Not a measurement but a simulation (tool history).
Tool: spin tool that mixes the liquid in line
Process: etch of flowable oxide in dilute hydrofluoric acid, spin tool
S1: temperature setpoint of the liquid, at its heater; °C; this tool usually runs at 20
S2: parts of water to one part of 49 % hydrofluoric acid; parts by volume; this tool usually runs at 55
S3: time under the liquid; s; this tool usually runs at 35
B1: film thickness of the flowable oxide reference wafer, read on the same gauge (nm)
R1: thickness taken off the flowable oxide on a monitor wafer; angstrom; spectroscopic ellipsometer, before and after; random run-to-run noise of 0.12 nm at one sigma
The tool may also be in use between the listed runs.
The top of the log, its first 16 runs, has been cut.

Run 17, day 35.05: usual settings but S1 21.5 °C, S2 70 parts by volume, S3 50 s; B1 109.99. Result: R1 198.9 angstrom.
Run 18, day 37.421: usual settings but S1 22 °C, S3 40 s; B1 110. Result: R1 211 angstrom.
Run 19, day 39.042: usual settings; B1 110. Result: R1 170 angstrom.
Run 20, day 41.683: usual settings; B1 109.99. Result: R1 169.3 angstrom.
Run 21, day 44.212: usual settings; B1 110.01. Result: R1 171.9 angstrom.
Run 22, day 45.929: usual settings but S1 18.5 °C, S2 70 parts by volume, S3 45 s; B1 110.01. Result: R1 158.1 angstrom.
At day 46.354: hydrofluoric acid flow meter replaced.
Run 23, day 48.388: usual settings but S2 70 parts by volume, S3 20 s; B1 110. Result: R1 71.4 angstrom.
Run 24, day 54.304: usual settings but S1 18.5 °C, S2 65 parts by volume, S3 15 s; B1 110. Result: R1 53.6 angstrom.
Run 25, day 56.646: usual settings but S3 45 s; B1 110.01. Result: R1 209.9 angstrom.
Run 26, day 58.892: usual settings but S2 45 parts by volume, S3 30 s; B1 110.01. Result: R1 170.3 angstrom.
Run 27, day 61.096: usual settings but S1 22.5 °C, S3 15 s; B1 110. Result: R1 77 angstrom.
Run 28, day 63.1: usual settings but S1 17 °C; B1 109.98. Result: R1 141 angstrom.
Run 29, day 64.767: usual settings but S2 30 parts by volume; B1 110.01. Result: R1 299.3 angstrom.

Run 30 comes next. What will it give?
Run 30, day 66.946: usual settings but S3 20 s; B1 ?. Result: R1 ?.

B1: 109.99
R1: 92.1 angstrom
The same run, on a tool lacking any hidden state, would have yielded R1 93.9 angstrom.
